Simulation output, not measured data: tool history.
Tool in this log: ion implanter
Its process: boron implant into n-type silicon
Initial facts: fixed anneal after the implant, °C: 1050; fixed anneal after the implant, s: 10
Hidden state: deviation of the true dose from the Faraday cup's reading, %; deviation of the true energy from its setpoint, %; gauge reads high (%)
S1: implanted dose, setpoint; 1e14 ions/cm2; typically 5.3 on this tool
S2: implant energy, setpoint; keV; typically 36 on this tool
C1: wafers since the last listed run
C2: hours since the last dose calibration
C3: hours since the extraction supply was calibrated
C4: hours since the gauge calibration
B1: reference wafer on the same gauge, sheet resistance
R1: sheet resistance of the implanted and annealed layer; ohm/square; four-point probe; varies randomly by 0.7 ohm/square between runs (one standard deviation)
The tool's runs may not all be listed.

{"run": 1, "hour": 0.0, "S1": 6.44, "S2": 39.5, "C1": 0, "C2": 782.1, "C3": 1659.5, "C4": 695.8, "B1": 184.01, "R1": 163.1}
{"hour": 52.1, "done": "Faraday cup replaced and dose calibrated"}
{"run": 2, "hour": 73.8, "S1": 6.44, "S2": 39.5, "C1": 1215, "C2": 21.7, "C3": 1733.3, "C4": 769.6, "B1": 184.02, "R1": 163.12}
{"run": 3, "hour": 125.4, "S1": 5.3, "S2": 36, "C1": 953, "C2": 73.3, "C3": 1784.9, "C4": 821.2, "B1": 184.06, "R1": 192.49}
{"run": 4, "hour": 209.0, "S1": 5.3, "S2": 36, "C1": 1544, "C2": 156.9, "C3": 1868.5, "C4": 904.8, "B1": 183.92, "R1": 193.2}
{"run": 5, "hour": 254.4, "S1": 5.3, "S2": 36, "C1": 838, "C2": 202.3, "C3": 1913.9, "C4": 950.2, "B1": 184.16, "R1": 192.87}
{"run": 6, "hour": 298.5, "S1": 5.3, "S2": 36, "C1": 814, "C2": 246.4, "C3": 1958, "C4": 994.3, "B1": 183.99, "R1": 194.29}
{"run": 7, "hour": 397.8, "S1": 5.3, "S2": 36, "C1": 1834, "C2": 345.7, "C3": 2057.3, "C4": 1093.6, "B1": 184.01, "R1": 193.16}
{"hour": 463.7, "done": "gauge calibrated"}
{"run": 8, "hour": 485.9, "S1": 5.87, "S2": 36, "C1": 1627, "C2": 433.8, "C3": 2145.4, "C4": 22.2, "B1": 183.83, "R1": 177.66}
{"run": 9, "hour": 541.4, "S1": 6.23, "S2": 42, "C1": 1025, "C2": 489.3, "C3": 2200.9, "C4": 77.7, "B1": 184, "R1": 166.33}
{"run": 10, "hour": 622.1, "S1": 5.3, "S2": 36, "C1": 1491, "C2": 570, "C3": 2281.6, "C4": 158.4, "B1": 184.04, "R1": 192.91}
{"hour": 774.8, "done": "Faraday cup replaced and dose calibrated"}
{"run": 11, "hour": 814.3, "S1": 6.3, "S2": 45, "C1": 3403, "C2": 39.5, "C3": 2473.8, "C4": 350.6, "B1": 183.97, "R1": 164.22}
{"run": 12, "hour": 897.9, "S1": 4.87, "S2": 47.5, "C1": 1544, "C2": 123.1, "C3": 2557.4, "C4": 434.2, "B1": 183.95, "R1": 202.09}
{"run": 13, "hour": 984.7, "S1": 5.87, "S2": 36, "C1": 1603, "C2": 209.9, "C3": 2644.2, "C4": 521, "B1": 183.87, "R1": 178.05}
{"hour": 998.9, "done": "extraction supply calibrated"}
{"run": 14, "hour": 1069.6, "S1": 3.71, "S2": 42.5, "C1": 1420, "C2": 294.8, "C3": 70.7, "C4": 605.9, "B1": 183.86, "R1": 254.79}
{"run": 15, "hour": 1139.1, "S1": 5.3, "S2": 36, "C1": 1284, "C2": 364.3, "C3": 140.2, "C4": 675.4, "B1": 183.92, "R1": 194.02}
{"run": 16, "hour": 1181.6, "S1": 3.85, "S2": 36, "C1": 785, "C2": 406.8, "C3": 182.7, "C4": 717.9, "B1": 183.98, "R1": 252.08}
{"run": 17, "hour": 1268.1, "S1": 5.3, "S2": 43.5, "C1": 1598, "C2": 493.3, "C3": 269.2, "C4": 804.4, "B1": 183.86, "R1": 189.22}

4 options for the next run, each taken on its own from the tool as it stands now. Forecast them:
{"run": "A", "hour": 1268.5, "S1": 6.59, "S2": 36, "C1": 7, "C2": 493.7, "C3": 269.6, "C4": 804.8, "B1": "?", "R1": "?"}
{"run": "B", "hour": 1268.5, "S1": 4.7, "S2": 27.5, "C1": 7, "C2": 493.7, "C3": 269.6, "C4": 804.8, "B1": "?", "R1": "?"}
{"run": "C", "hour": 1268.5, "S1": 4.43, "S2": 30.5, "C1": 7, "C2": 493.7, "C3": 269.6, "C4": 804.8, "B1": "?", "R1": "?"}
{"run": "D", "hour": 1268.5, "S1": 3.76, "S2": 45, "C1": 7, "C2": 493.7, "C3": 269.6, "C4": 804.8, "B1": "?", "R1": "?"}

run=A B1=184.02 R1=161.81
run=B B1=184.02 R1=220.64
run=C B1=184.02 R1=228.99
run=D B1=184.02 R1=251.13
What these runs would have given with no unlogged condition in the tool:
run=A R1=161.81
run=B R1=220.64
run=C R1=228.99
run=D R1=251.13

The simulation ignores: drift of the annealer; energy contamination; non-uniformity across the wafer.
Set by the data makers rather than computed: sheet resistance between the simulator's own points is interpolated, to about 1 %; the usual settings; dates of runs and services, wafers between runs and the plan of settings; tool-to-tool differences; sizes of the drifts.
